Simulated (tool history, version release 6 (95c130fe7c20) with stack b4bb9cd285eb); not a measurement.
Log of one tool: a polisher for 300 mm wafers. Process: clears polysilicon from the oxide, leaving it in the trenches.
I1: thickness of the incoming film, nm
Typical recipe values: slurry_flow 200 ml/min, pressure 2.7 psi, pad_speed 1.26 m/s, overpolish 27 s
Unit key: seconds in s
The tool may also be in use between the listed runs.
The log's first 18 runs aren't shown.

-- hour=1359.9 worn pad replaced by a new one
run 19 hour=1369 | slurry_flow=235 pressure=2.3 pad_speed=1 overpolish=27 | I1=522.8 | seconds=52.3
run 20 hour=1448.3 | slurry_flow=200 pressure=2.7 pad_speed=1.5 overpolish=27 | I1=520 | seconds=32.7
run 21 hour=1507.6 | slurry_flow=170 pressure=2.7 pad_speed=1.26 overpolish=27 | I1=523.7 | seconds=38.5
-- hour=1569 slurry nozzle cleaned
run 22 hour=1611 | slurry_flow=200 pressure=2.7 pad_speed=1.26 overpolish=27 | I1=528.3 | seconds=35.1
run 23 hour=1704.3 | slurry_flow=235 pressure=2.7 pad_speed=0.88 overpolish=16 | I1=522.3 | seconds=48
run 24 hour=1755.8 | slurry_flow=200 pressure=2.7 pad_speed=1.26 overpolish=27 | I1=516.9 | seconds=34.2
run 25 hour=1794.2 | slurry_flow=200 pressure=2.3 pad_speed=1.26 overpolish=27 | I1=527.8 | seconds=41.4
run 26 hour=1832.1 | slurry_flow=175 pressure=2.3 pad_speed=0.82 overpolish=16 | I1=513.2 | seconds=62.5
run 27 hour=1873.6 | slurry_flow=250 pressure=2.7 pad_speed=1.48 overpolish=27 | I1=523.8 | seconds=30.1
run 28 hour=1980.6 | slurry_flow=200 pressure=2.7 pad_speed=1.58 overpolish=27 | I1=515 | seconds=28.9
-- hour=1992.2 head pressure recalibrated
run 29 hour=2057.9 | slurry_flow=200 pressure=3 pad_speed=1.26 overpolish=27 | I1=520.9 | seconds=32.7
-- hour=2089.8 worn pad replaced by a new one
run 30 hour=2139.2 | slurry_flow=180 pressure=2 pad_speed=0.88 overpolish=27 | I1=514.9 | seconds=69.9
run 31 hour=2204.8 | slurry_flow=200 pressure=2.7 pad_speed=1.26 overpolish=27 | I1=523.3 | seconds=35.8
run 32 hour=2263.1 | slurry_flow=255 pressure=2.7 pad_speed=1.46 overpolish=17 | I1=516.5 | seconds=32.2
run 33 hour=2358.5 | slurry_flow=200 pressure=2.7 pad_speed=1.26 overpolish=41 | I1=514.8 | seconds=37.2
-- hour=2374.3 slurry nozzle cleaned
run 34 hour=2454.1 | slurry_flow=140 pressure=2.5 pad_speed=0.88 overpolish=11 | I1=520.5 | seconds=55.6

Here are 4 independent what-if runs from the current tool condition. What would each one return?
run A hour=2454.5 | slurry_flow=165 pressure=2.7 pad_speed=1.26 overpolish=27 | I1=514.1 | seconds=?
run B hour=2454.5 | slurry_flow=180 pressure=2.7 pad_speed=1.26 overpolish=27 | I1=514.1 | seconds=?
run C hour=2454.5 | slurry_flow=200 pressure=2.2 pad_speed=1.26 overpolish=15 | I1=514.1 | seconds=?
run D hour=2454.5 | slurry_flow=200 pressure=2.7 pad_speed=1.54 overpolish=27 | I1=514.1 | seconds=?

run=A seconds=35.9
run=B seconds=35.4
run=C seconds=42.8
run=D seconds=29
The same runs, with their run-to-run variation unchanged, on a tool lacking any hidden condition would have given:
run=A seconds=35.4
run=B seconds=34.9
run=C seconds=42.3
run=D seconds=28.7
